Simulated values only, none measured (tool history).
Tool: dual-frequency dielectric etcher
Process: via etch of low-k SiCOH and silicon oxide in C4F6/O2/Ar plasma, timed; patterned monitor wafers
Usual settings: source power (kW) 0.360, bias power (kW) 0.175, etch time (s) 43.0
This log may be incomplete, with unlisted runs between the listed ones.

run	hour	source power (kW)	bias power (kW)	etch time (s)	wafers since the last listed run	hours since the last wet clean	hours since the last source power generator calibration	hours since the last bias power generator calibration	hours since the last upper electrode change	hours since the gauge calibration	read-back reference wafer on the same gauge, depth_nm	mean etch depth across the wafer (nm)
1	0.0	0.360	0.175	43.0	0	161.9	2471.1	1124.3	4244.9	149.7	89.0	101.3
2	15.1	0.360	0.175	43.0	245	177.0	2486.2	1139.4	4260.0	164.8	88.9	100.3
3	35.5	0.360	0.175	43.0	331	197.4	2506.6	1159.8	4280.4	185.2	89.0	100.5
4	61.5	0.360	0.175	43.0	422	223.4	2532.6	1185.8	4306.4	211.2	89.0	99.9
# hour 85.7: upper electrode replaced
5	86.2	0.360	0.197	33.0	11	248.1	2557.3	1210.5	0.5	235.9	89.0	79.7
6	102.8	0.360	0.175	43.0	269	264.7	2573.9	1227.1	17.1	252.5	89.0	100.4
7	118.2	0.410	0.175	43.0	250	280.1	2589.3	1242.5	32.5	267.9	89.1	105.1
8	153.1	0.410	0.175	43.0	567	315.0	2624.2	1277.4	67.4	302.8	89.1	104.1
9	173.2	0.410	0.175	43.0	326	335.1	2644.3	1297.5	87.5	322.9	88.9	103.7
10	199.5	0.360	0.175	43.0	427	361.4	2670.6	1323.8	113.8	349.2	88.9	100.0
11	213.6	0.440	0.214	43.0	229	375.5	2684.7	1337.9	127.9	363.3	89.0	113.4
12	227.0	0.380	0.157	43.0	217	388.9	2698.1	1351.3	141.3	376.7	89.0	97.6
13	254.2	0.360	0.201	33.0	442	416.1	2725.3	1378.5	168.5	403.9	88.9	79.7
14	272.5	0.360	0.206	43.0	297	434.4	2743.6	1396.8	186.8	422.2	89.0	104.7
15	297.4	0.450	0.175	43.0	404	459.3	2768.5	1421.7	211.7	447.1	88.9	106.7
16	320.3	0.420	0.201	43.0	372	482.2	2791.4	1444.6	234.6	470.0	89.0	109.3
# hour 366.3: wet clean of the chamber
17	366.8	0.360	0.175	43.0	365	0.5	2837.9	1491.1	281.1	516.5	89.0	102.8
18	367.2	0.360	0.197	43.0	6	0.9	2838.3	1491.5	281.5	516.9	88.9	106.9
# hour 395.7: gauge calibrated
19	399.0	0.360	0.175	53.0	517	32.7	2870.1	1523.3	313.3	3.3	89.0	125.9
20	425.0	0.450	0.217	46.5	422	58.7	2896.1	1549.3	339.3	29.3	89.0	127.8
# hour 441.1: source power generator calibrated
# hour 450.9: bias power generator calibrated
21	451.4	0.360	0.175	43.0	299	85.1	10.3	0.5	365.7	55.7	89.0	102.4
22	484.9	0.430	0.175	43.0	544	118.6	43.8	34.0	399.2	89.2	89.0	107.2
23	504.3	0.360	0.175	43.0	315	138.0	63.2	53.4	418.6	108.6	89.0	101.6
24	522.3	0.270	0.204	43.0	292	156.0	81.2	71.4	436.6	126.6	89.0	96.8
25	551.3	0.360	0.175	43.0	471	185.0	110.2	100.4	465.6	155.6	89.0	100.5
26	579.9	0.430	0.152	51.0	465	213.6	138.8	129.0	494.2	184.2	89.0	122.1
27	610.0	0.320	0.197	50.0	489	243.7	168.9	159.1	524.3	214.3	89.0	117.4
28	625.7	0.360	0.175	43.0	255	259.4	184.6	174.8	540.0	230.0	89.0	100.3
29	646.7	0.360	0.146	35.0	341	280.4	205.6	195.8	561.0	251.0	89.0	77.4

Run-by-run hidden state of the tool:
source power that arrives over what is set, %: 0 on each run
bias power that arrives over what is set, %: 0 on each run
gauge reads high (%): 0 on each run
H1: etch rate over this chamber's usual, %
run	H1
1	-1.09
2	-1.17
3	-1.29
4	-1.45
5	-1.59
6	-1.69
7	-1.78
8	-1.98
9	-2.1
10	-2.26
11	-2.34
12	-2.42
13	-2.58
14	-2.68
15	-2.83
16	-2.97
17	0.0897
18	0.0874
19	-0.0992
20	-0.252
21	-0.407
22	-0.603
23	-0.717
24	-0.823
25	-0.993
26	-1.16
27	-1.34
28	-1.43
29	-1.55
